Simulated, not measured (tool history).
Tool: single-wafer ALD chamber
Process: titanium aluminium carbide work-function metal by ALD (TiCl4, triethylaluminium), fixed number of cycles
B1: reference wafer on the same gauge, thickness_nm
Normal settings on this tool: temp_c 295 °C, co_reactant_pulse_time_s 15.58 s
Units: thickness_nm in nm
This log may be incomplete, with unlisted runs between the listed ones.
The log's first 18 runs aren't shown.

-- hour=261.7 triethylaluminium bottle replaced
run 19 hour=272.7 | temp_c=289 co_reactant_pulse_time_s=13.18 | B1=1.847 | thickness_nm=1.732
run 20 hour=289.5 | temp_c=290 co_reactant_pulse_time_s=20.66 | B1=1.851 | thickness_nm=1.764
run 21 hour=295.8 | temp_c=283 co_reactant_pulse_time_s=20.3 | B1=1.848 | thickness_nm=1.723
run 22 hour=308.1 | temp_c=288 co_reactant_pulse_time_s=18.01 | B1=1.848 | thickness_nm=1.749
-- hour=319.1 gauge calibrated
run 23 hour=323.5 | temp_c=308 co_reactant_pulse_time_s=10.22 | B1=1.849 | thickness_nm=1.832
-- hour=340.1 showerhead replaced
run 24 hour=340.6 | temp_c=295 co_reactant_pulse_time_s=15.58 | B1=1.85 | thickness_nm=1.793
run 25 hour=356.1 | temp_c=307 co_reactant_pulse_time_s=18.69 | B1=1.849 | thickness_nm=1.886
run 26 hour=367.4 | temp_c=295 co_reactant_pulse_time_s=15.58 | B1=1.852 | thickness_nm=1.805
run 27 hour=377.6 | temp_c=303 co_reactant_pulse_time_s=13.53 | B1=1.85 | thickness_nm=1.853
run 28 hour=394.4 | temp_c=299 co_reactant_pulse_time_s=18.65 | B1=1.851 | thickness_nm=1.842
run 29 hour=410.4 | temp_c=282 co_reactant_pulse_time_s=20.58 | B1=1.848 | thickness_nm=1.702
run 30 hour=422.4 | temp_c=295 co_reactant_pulse_time_s=9.79 | B1=1.846 | thickness_nm=1.735
run 31 hour=437.7 | temp_c=281 co_reactant_pulse_time_s=9.45 | B1=1.849 | thickness_nm=1.624
run 32 hour=449.3 | temp_c=295 co_reactant_pulse_time_s=15.58 | B1=1.846 | thickness_nm=1.805

Each row is a separate what-if for the run after 32, all from the same tool condition, not one after another. Results?
run A hour=449.7 | temp_c=295 co_reactant_pulse_time_s=15.58 | B1=? | thickness_nm=?
run B hour=449.7 | temp_c=301 co_reactant_pulse_time_s=15.58 | B1=? | thickness_nm=?
run C hour=449.7 | temp_c=290 co_reactant_pulse_time_s=18.53 | B1=? | thickness_nm=?

run=A B1=1.851 thickness_nm=1.807
run=B B1=1.851 thickness_nm=1.849
run=C B1=1.851 thickness_nm=1.778
Had the tool no hidden state, the same runs would have come out as:
run=A thickness_nm=1.807
run=B thickness_nm=1.849
run=C thickness_nm=1.778

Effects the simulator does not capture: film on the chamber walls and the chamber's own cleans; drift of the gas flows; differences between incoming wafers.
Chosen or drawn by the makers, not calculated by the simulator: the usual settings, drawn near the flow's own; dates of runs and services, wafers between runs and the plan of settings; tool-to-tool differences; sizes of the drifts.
